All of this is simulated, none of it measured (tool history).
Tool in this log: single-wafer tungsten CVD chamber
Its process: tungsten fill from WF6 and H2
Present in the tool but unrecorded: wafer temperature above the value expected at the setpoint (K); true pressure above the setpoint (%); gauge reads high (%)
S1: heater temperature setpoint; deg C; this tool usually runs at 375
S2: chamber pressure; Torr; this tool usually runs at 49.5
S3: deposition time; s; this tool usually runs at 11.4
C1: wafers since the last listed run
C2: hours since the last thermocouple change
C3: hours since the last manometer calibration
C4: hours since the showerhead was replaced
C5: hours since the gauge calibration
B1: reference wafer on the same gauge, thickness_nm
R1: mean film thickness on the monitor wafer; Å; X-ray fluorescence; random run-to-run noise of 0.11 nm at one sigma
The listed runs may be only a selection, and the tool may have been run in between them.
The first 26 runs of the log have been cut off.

run    hour   S1    S2    S3    C1      C2     C3     C4     C5      B1      R1
 27   795.6  382  54.0  12.9  1082  1260.3   31.3  423.9  516.4  24.812  330.88
      826.5  -- thermocouple changed; heater temperature recalibrated
 28   900.2  367  60.3  12.6  3393    73.7  135.9  528.5  621.0  24.810  235.46
 29   936.7  375  57.9  11.4  1282   110.2  172.4  565.0  657.5  24.803  255.68
 30   996.0  375  49.5   9.2  2083   169.5  231.7  624.3  716.8  24.761  193.51
 31  1025.2  375  44.9  11.4  1025   198.7  260.9  653.5  746.0  24.776  231.85
 32  1048.9  381  55.5  12.2   832   222.4  284.6  677.2  769.7  24.793  310.37
 33  1090.3  387  61.5  10.3  1454   263.8  326.0  718.6  811.1  24.854  313.92
 34  1119.5  382  43.0  10.4  1025   293.0  355.2  747.8  840.3  24.800  247.96
 35  1150.2  390  41.8   9.5  1078   323.7  385.9  778.5  871.0  24.771  267.15

3 options for the next run, each taken on its own from the tool as it stands now. Forecast them:
  A  1150.6  375  49.5  11.4  14  324.1  386.3  778.9  871.4   ?   ?
  B  1150.6  362  38.8  10.1  14  324.1  386.3  778.9  871.4   ?   ?
  C  1150.6  368  53.7  12.7  14  324.1  386.3  778.9  871.4   ?   ?

run      B1      R1
  A  24.798  243.14
  B  24.798  143.50
  C  24.798  236.01
The same runs, with their run-to-run variation unchanged, on a tool lacking any hidden condition would have given:
run      R1
  A  242.30
  B  142.99
  C  235.22
